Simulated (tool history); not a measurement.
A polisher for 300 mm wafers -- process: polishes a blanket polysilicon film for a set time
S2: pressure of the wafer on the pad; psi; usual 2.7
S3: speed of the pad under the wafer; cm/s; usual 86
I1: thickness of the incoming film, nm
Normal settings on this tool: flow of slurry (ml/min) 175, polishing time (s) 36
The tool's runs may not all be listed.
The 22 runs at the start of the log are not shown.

{"run": 23, "hour": 252.4, "flow of slurry (ml/min)": 195, "S2": 2.1, "S3": 86, "polishing time (s)": 31, "I1": 2126.6, "film removed (angstrom)": 1326}
{"run": 24, "hour": 265.0, "flow of slurry (ml/min)": 175, "S2": 2.7, "S3": 86, "polishing time (s)": 36, "I1": 2117.3, "film removed (angstrom)": 1965}
{"run": 25, "hour": 281.0, "flow of slurry (ml/min)": 175, "S2": 2.7, "S3": 68, "polishing time (s)": 40, "I1": 2129.1, "film removed (angstrom)": 1756}
{"run": 26, "hour": 288.7, "flow of slurry (ml/min)": 175, "S2": 2.7, "S3": 86, "polishing time (s)": 36, "I1": 2108.5, "film removed (angstrom)": 1981}
{"run": 27, "hour": 304.2, "flow of slurry (ml/min)": 150, "S2": 2.7, "S3": 86, "polishing time (s)": 36, "I1": 2147.6, "film removed (angstrom)": 1963}
{"run": 28, "hour": 312.4, "flow of slurry (ml/min)": 175, "S2": 2.7, "S3": 62, "polishing time (s)": 48, "I1": 2131.2, "film removed (angstrom)": 1881}
{"run": 29, "hour": 323.7, "flow of slurry (ml/min)": 175, "S2": 2.7, "S3": 86, "polishing time (s)": 36, "I1": 2119.1, "film removed (angstrom)": 1902}
{"hour": 334.4, "done": "worn pad replaced by a new one"}
{"run": 30, "hour": 338.9, "flow of slurry (ml/min)": 175, "S2": 3.3, "S3": 62, "polishing time (s)": 36, "I1": 2087.7, "film removed (angstrom)": 1720}
{"run": 31, "hour": 347.2, "flow of slurry (ml/min)": 175, "S2": 3, "S3": 86, "polishing time (s)": 36, "I1": 2072.1, "film removed (angstrom)": 2151}

What if the next run were any one of these 4? Each begins from the tool's condition after run 31:
{"run": "A", "hour": 347.6, "flow of slurry (ml/min)": 225, "S2": 2.7, "S3": 86, "polishing time (s)": 36, "I1": 2134.7, "film removed (angstrom)": "?"}
{"run": "B", "hour": 347.6, "flow of slurry (ml/min)": 175, "S2": 3.2, "S3": 58, "polishing time (s)": 36, "I1": 2134.7, "film removed (angstrom)": "?"}
{"run": "C", "hour": 347.6, "flow of slurry (ml/min)": 200, "S2": 2.7, "S3": 86, "polishing time (s)": 40, "I1": 2134.7, "film removed (angstrom)": "?"}
{"run": "D", "hour": 347.6, "flow of slurry (ml/min)": 115, "S2": 2.7, "S3": 86, "polishing time (s)": 36, "I1": 2134.7, "film removed (angstrom)": "?"}

run=A film_removed_(angstrom)=2001
run=B film_removed_(angstrom)=1552
run=C film_removed_(angstrom)=2193
run=D film_removed_(angstrom)=1836
Had the tool no hidden state, the same runs would have come out as:
run=A film_removed_(angstrom)=2047
run=B film_removed_(angstrom)=1595
run=C film_removed_(angstrom)=2248
run=D film_removed_(angstrom)=1902
